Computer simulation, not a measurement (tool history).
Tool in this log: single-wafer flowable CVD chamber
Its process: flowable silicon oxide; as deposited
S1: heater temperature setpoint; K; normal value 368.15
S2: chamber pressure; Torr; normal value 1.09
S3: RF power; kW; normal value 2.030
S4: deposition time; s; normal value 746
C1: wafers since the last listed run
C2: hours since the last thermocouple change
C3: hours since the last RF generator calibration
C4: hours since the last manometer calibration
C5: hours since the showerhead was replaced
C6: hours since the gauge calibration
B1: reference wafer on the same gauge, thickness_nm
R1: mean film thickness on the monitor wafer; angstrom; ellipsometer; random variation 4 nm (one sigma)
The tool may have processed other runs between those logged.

run    hour      S1    S2     S3   S4   C1      C2      C3      C4      C5      C6       B1        R1
  1     0.0  375.15  1.09  2.030  746    0  1945.9  2094.9  2195.0  6250.6  1176.2  830.922   5945.04
       57.6  -- showerhead replaced
  2    61.4  375.15  1.09  1.940  746  113  2007.3  2156.3  2256.4     3.8  1237.6  832.545   5982.75
  3   123.6  375.15  1.09  1.940  746  132  2069.5  2218.5  2318.6    66.0  1299.8  833.280   5938.53
  4   147.9  375.15  1.09  1.940  746   51  2093.8  2242.8  2342.9    90.3  1324.1  831.761   5891.77
  5   212.1  368.15  1.09  1.915  746  136  2158.0  2307.0  2407.1   154.5  1388.3  832.142   7236.74
  6   249.4  368.15  1.09  1.915  746   79  2195.3  2344.3  2444.4   191.8  1425.6  832.143   7256.50
  7   275.5  368.15  0.97  2.030  746   55  2221.4  2370.4  2470.5   217.9  1451.7  832.037   6778.47
      299.4  -- capacitance manometer re-zeroed and calibrated
  8   347.2  368.15  0.97  2.030  746  135  2293.1  2442.1    47.8   289.6  1523.4  832.776   6625.28
  9   377.5  368.15  1.09  2.030  622   64  2323.4  2472.4    78.1   319.9  1553.7  831.712   5909.63
 10   417.2  368.15  1.09  2.030  746   84  2363.1  2512.1   117.8   359.6  1593.4  831.571   7018.37
      457.6  -- RF generator calibrated
 11   458.1  381.15  1.09  2.030  746   70  2404.0     0.5   158.7   400.5  1634.3  832.135   4798.73
 12   491.3  356.15  0.90  2.030  854   70  2437.2    33.7   191.9   433.7  1667.5  832.265   9956.43
 13   522.0  368.15  0.92  2.370  746   65  2467.9    64.4   222.6   464.4  1698.2  832.555   6444.51
 14   556.5  368.15  1.09  1.640  697   73  2502.4    98.9   257.1   498.9  1732.7  831.778   6317.89
      601.6  -- gauge calibrated
      632.6  -- thermocouple changed; heater temperature recalibrated
      652.5  -- capacitance manometer re-zeroed and calibrated, repeated, since the last time left the tool worse
 15   656.3  368.15  1.09  1.690  746  178    23.7   198.7     3.8   598.7    54.7  832.578   7405.97
 16   681.4  368.15  1.09  2.030  855   53    48.8   223.8    28.9   623.8    79.8  832.778   8554.52
 17   710.0  368.15  1.09  2.030  746   61    77.4   252.4    57.5   652.4   108.4  831.456   7514.30
 18   765.3  368.15  1.09  2.380  881  117   132.7   307.7   112.8   707.7   163.7  831.732   9035.97
 19   837.0  360.15  1.09  2.030  746  152   204.4   379.4   184.5   779.4   235.4  832.244   9456.92
 20   876.1  355.15  1.09  1.905  746   83   243.5   418.5   223.6   818.5   274.5  831.936  10673.77
 21   907.2  368.15  1.09  2.030  648   66   274.6   449.6   254.7   849.6   305.6  833.422   6509.82
 22   937.0  368.15  1.00  2.030  861   63   304.4   479.4   284.5   879.4   335.4  832.528   8141.16
 23   966.8  368.15  0.85  1.930  881   63   334.2   509.2   314.3   909.2   365.2  832.947   7445.03
 24  1009.9  368.15  1.29  2.030  807   91   377.3   552.3   357.4   952.3   408.3  832.004   9041.49
 25  1045.7  368.15  1.09  2.030  746   76   413.1   588.1   393.2   988.1   444.1  831.873   7505.02
 26  1077.2  368.15  1.25  2.030  746   67   444.6   619.6   424.7  1019.6   475.6  832.220   8167.57
 27  1140.0  368.15  1.09  1.770  746  133   507.4   682.4   487.5  1082.4   538.4  832.717   7352.29
 28  1170.8  368.15  1.09  2.030  746   65   538.2   713.2   518.3  1113.2   569.2  831.917   7500.90

Below are 4 alternative next runs, each starting from the tool's condition after run 28. Predict each:
  A  1171.4  368.15  0.85  2.030  746   1  538.8  713.8  518.9  1113.8  569.8   ?   ?
  B  1171.4  372.15  1.00  2.330  837   1  538.8  713.8  518.9  1113.8  569.8   ?   ?
  C  1171.4  368.15  1.19  2.030  746   1  538.8  713.8  518.9  1113.8  569.8   ?   ?
  D  1171.4  377.15  1.09  1.760  846   1  538.8  713.8  518.9  1113.8  569.8   ?   ?

run       B1       R1
  A  832.013  6302.63
  B  832.013  7151.61
  C  832.013  7886.81
  D  832.013  6342.76
Stripped of hidden state, with their random variation kept, the same runs would have yielded:
run       R1
  A  6412.19
  B  7275.93
  C  8012.06
  D  6443.49

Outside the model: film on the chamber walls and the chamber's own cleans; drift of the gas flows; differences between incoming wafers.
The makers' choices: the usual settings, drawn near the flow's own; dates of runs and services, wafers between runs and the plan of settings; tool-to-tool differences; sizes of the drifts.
